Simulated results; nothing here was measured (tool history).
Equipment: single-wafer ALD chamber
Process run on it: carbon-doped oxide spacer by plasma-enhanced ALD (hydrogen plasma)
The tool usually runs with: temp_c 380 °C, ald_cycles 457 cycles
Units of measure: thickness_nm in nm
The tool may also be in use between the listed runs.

run    hour  temp_c  ald_cycles  read-back reference wafer on the same gauge, thickness_nm  thickness_nm
  1       0     380         457                                                     22.395        23.081
  2    38.1     380         457                                                     22.381        23.072
  3    82.2     380         457                                                     22.398        23.073
  4   117.9     380         457                                                     22.403        23.023
  5   187.2     380         457                                                     22.418        23.028
  6   219.9     380         457                                                      22.38        23.133
  7   269.5     380         457                                                     22.392        23.026
  8   302.2     380         457                                                     22.419        23.039
  9   348.1     380         457                                                      22.36        22.973
 10   412.1     386         530                                                     22.396        26.782
 11   469.5     380         457                                                     22.405         23.07
 12   494.6     380         457                                                     22.412        23.099
 13     525     380         457                                                     22.408        23.029
 14   551.8     380         391                                                     22.404        19.667
 15   582.7     380         391                                                     22.409        19.639
 16   609.2     391         509                                                      22.38        25.687
 17     640     369         457                                                     22.382        23.047
 18   678.2     369         457                                                      22.38         23.04
      686.5  -- gauge calibrated
      704.9  -- thermocouple changed; heater temperature recalibrated
 19     742     380         457                                                     22.411         23.09
 20   778.9     380         420                                                     22.408        21.114
 21   806.2     380         420                                                      22.39        21.063
 22   838.3     388         457                                                     22.383        23.127
 23   894.6     369         434                                                     22.403        21.858
 24   944.7     387         498                                                     22.404        25.054
 25   989.9     386         403                                                     22.375        20.395
 26  1033.1     380         457                                                     22.418        23.096
 27    1086     385         536                                                     22.376        27.131
 28    1122     368         488                                                     22.389        24.642
 29  1150.2     376         505                                                     22.395        25.433
 30  1216.9     380         457                                                      22.41        23.082
 31  1268.2     376         505                                                     22.377        25.431
 32  1294.2     373         531                                                     22.399        26.835
 33  1326.6     380         457                                                     22.384        23.015
 34  1352.3     376         367                                                      22.39        18.455
 35  1393.3     392         430                                                     22.411        21.771
 36  1428.3     380         457                                                     22.382        23.053
 37  1454.4     380         432                                                     22.405        21.762
 38  1483.7     369         426                                                     22.408        21.395
 39  1554.5     373         457                                                       22.4        23.041
 40  1580.9     380         457                                                     22.428          23.2
 41  1606.1     386         377                                                     22.362        19.005
 42  1635.9     386         530                                                       22.4        26.774
 43  1686.3     366         430                                                     22.414        21.735
 44    1749     388         432                                                     22.406        21.777
 45  1793.1     368         540                                                     22.403        27.235
 46  1864.8     386         501                                                     22.419        25.376

Predict each of these 5 candidate next runs independently; none follows another, all start after run 46:
  A  1865.9     380         457                                                          ?             ?
  B  1865.9     389         490                                                          ?             ?
  C  1865.9     380         537                                                          ?             ?
  D  1865.9     385         407                                                          ?             ?
  E  1865.9     380         501                                                          ?             ?

run  read-back reference wafer on the same gauge, thickness_nm  thickness_nm
  A                                                     22.426        23.105
  B                                                     22.426        24.773
  C                                                     22.426        27.149
  D                                                     22.426        20.577
  E                                                     22.426        25.329
With no hidden state in the tool, these same runs would have given:
run  thickness_nm
  A        23.105
  B        24.773
  C        27.149
  D        20.577
  E        25.329
